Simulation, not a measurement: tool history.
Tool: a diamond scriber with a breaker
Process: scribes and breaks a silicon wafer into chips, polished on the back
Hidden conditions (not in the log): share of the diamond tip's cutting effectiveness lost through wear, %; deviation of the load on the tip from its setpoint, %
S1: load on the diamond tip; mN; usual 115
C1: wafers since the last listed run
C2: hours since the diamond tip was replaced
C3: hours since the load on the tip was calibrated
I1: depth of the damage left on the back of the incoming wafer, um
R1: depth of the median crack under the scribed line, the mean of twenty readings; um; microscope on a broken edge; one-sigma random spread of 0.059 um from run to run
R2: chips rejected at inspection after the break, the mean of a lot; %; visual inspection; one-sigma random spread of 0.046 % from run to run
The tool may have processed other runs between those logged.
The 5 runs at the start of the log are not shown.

run,hour,S1,C1,C2,C3,I1,R1,R2
6,106.9,115,47,977.1,1492.5,0.02,8.88,5.01
7,120.0,138,44,990.2,1505.6,0.05,9.97,1.87
8,136.1,115,54,1006.3,1521.7,0.02,8.91,5.27
9,149.3,115,44,1019.5,1534.9,0.03,8.84,5.06
# hour 154.6: diamond tip replaced by a new one
10,155.5,134,14,0.9,1541.1,0.05,10.85,0.93
11,166.4,134,36,11.8,1552.0,0.03,10.86,0.93
12,183.1,134,56,28.5,1568.7,0.02,10.81,1.01
13,194.5,115,38,39.9,1580.1,0.03,9.82,2.24
14,208.4,115,46,53.8,1594.0,0.03,9.82,2.14
15,223.4,115,50,68.8,1609.0,0.03,9.77,2.26
16,233.2,103,33,78.6,1618.8,0.05,8.99,4.37
# hour 236.0: load on the tip recalibrated
17,245.7,91,35,91.1,9.7,0.01,9.40,3.07
18,253.3,101,25,98.7,17.3,0.02,9.99,1.80
19,269.9,127,56,115.3,33.9,0.01,11.51,0.99
20,276.6,115,22,122.0,40.6,0.02,10.71,1.05
21,283.9,115,24,129.3,47.9,0.03,10.78,0.91
22,291.8,105,26,137.2,55.8,0.02,10.12,1.80
23,306.2,97,48,151.6,70.2,0.02,9.58,2.73
24,312.6,115,21,158.0,76.6,0.01,10.63,1.11
25,328.9,145,55,174.3,92.9,0.04,12.20,1.55
26,341.2,125,41,186.6,105.2,0.04,11.21,0.93
27,372.1,82,104,217.5,136.1,0.01,8.38,7.06
28,379.5,82,24,224.9,143.5,0.01,8.34,7.44
29,387.9,139,28,233.3,151.9,0.05,11.64,1.07

Expected results for the next run?
30,399.7,138,39,245.1,163.7,0.03,?,?

R1: 11.55 um
R2: 1.05 %
Without the tool's hidden state the same run would have given R1 12.48 um, R2 2.04 %.
